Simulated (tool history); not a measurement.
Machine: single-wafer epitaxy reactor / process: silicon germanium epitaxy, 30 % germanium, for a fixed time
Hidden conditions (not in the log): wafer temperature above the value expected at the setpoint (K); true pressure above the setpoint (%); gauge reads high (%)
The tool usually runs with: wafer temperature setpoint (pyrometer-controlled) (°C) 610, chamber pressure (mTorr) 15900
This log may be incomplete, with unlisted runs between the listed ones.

run,day,wafer temperature setpoint (pyrometer-controlled) (°C),chamber pressure (mTorr),wafers since the last listed run,hours since the last pyrometer calibration,hours since the last manometer calibration,hours since the showerhead was replaced,hours since the gauge calibration,"read-back reference wafer on the same gauge, thickness_nm",mean film thickness on the monitor wafer (Å)
1,0.000,610,15900,0,2439.0,946.8,3042.6,83.0,54.292,686.12
2,3.433,610,15900,2127,2521.4,1029.2,3125.0,165.4,54.355,690.45
3,4.517,610,15900,671,2547.4,1055.2,3151.0,191.4,54.297,692.87
4,5.571,610,15900,653,2572.7,1080.5,3176.3,216.7,54.324,694.56
5,6.550,610,15900,606,2596.2,1104.0,3199.8,240.2,54.310,694.33
# day 7.562: pyrometer calibrated
6,7.583,610,15900,433,0.5,1128.8,3224.6,265.0,54.312,573.52
7,8.775,610,15900,738,29.1,1157.4,3253.2,293.6,54.311,574.04
# day 9.438: capacitance manometer re-zeroed and calibrated
8,9.554,610,14300,276,47.8,2.8,3271.9,312.3,54.325,550.52
9,10.433,610,13400,544,68.9,23.9,3293.0,333.4,54.291,539.72
10,11.592,610,13400,717,96.7,51.7,3320.8,361.2,54.296,541.01
# day 12.183: pyrometer calibrated, repeated, since the last time left the tool worse
11,12.571,610,15900,400,9.3,75.2,3344.3,384.7,54.305,644.76
12,13.229,600,14700,408,25.1,91.0,3360.1,400.5,54.302,538.35
13,13.796,600,14700,351,38.7,104.6,3373.7,414.1,54.281,537.88
14,14.550,610,15900,467,56.8,122.7,3391.8,432.2,54.313,645.85
15,15.642,610,18500,676,83.0,148.9,3418.0,458.4,54.282,681.85
16,16.229,610,15900,364,97.1,163.0,3432.1,472.5,54.310,646.30
# day 16.867: gauge calibrated
# day 16.933: showerhead replaced
17,16.954,620,12200,242,114.5,180.4,0.5,2.1,54.305,690.98
18,17.550,596,19600,369,128.8,194.7,14.8,16.4,54.298,557.22
19,18.471,606,12900,570,150.9,216.8,36.9,38.5,54.288,565.82
20,19.329,606,12900,531,171.5,237.4,57.5,59.1,54.273,565.34
21,20.700,601,11900,849,204.4,270.3,90.4,92.0,54.295,509.05
22,21.304,610,15900,374,218.9,284.8,104.9,106.5,54.323,649.86
23,22.450,599,18800,710,246.4,312.3,132.4,134.0,54.302,576.69

Alternative continuations, all from the tool just after run 23; predict every row:
A,22.467,605,15900,10,246.8,312.7,132.8,134.4,?,?
B,22.467,606,17000,10,246.8,312.7,132.8,134.4,?,?
C,22.467,604,17600,10,246.8,312.7,132.8,134.4,?,?
D,22.467,598,17700,10,246.8,312.7,132.8,134.4,?,?

run,"read-back reference wafer on the same gauge, thickness_nm",mean film thickness on the monitor wafer (Å)
A,54.305,600.46
B,54.305,624.53
C,54.305,612.47
D,54.305,557.54
With no hidden state in the tool, these same runs would have given:
run,mean film thickness on the monitor wafer (Å)
A,599.71
B,623.75
C,611.70
D,556.83
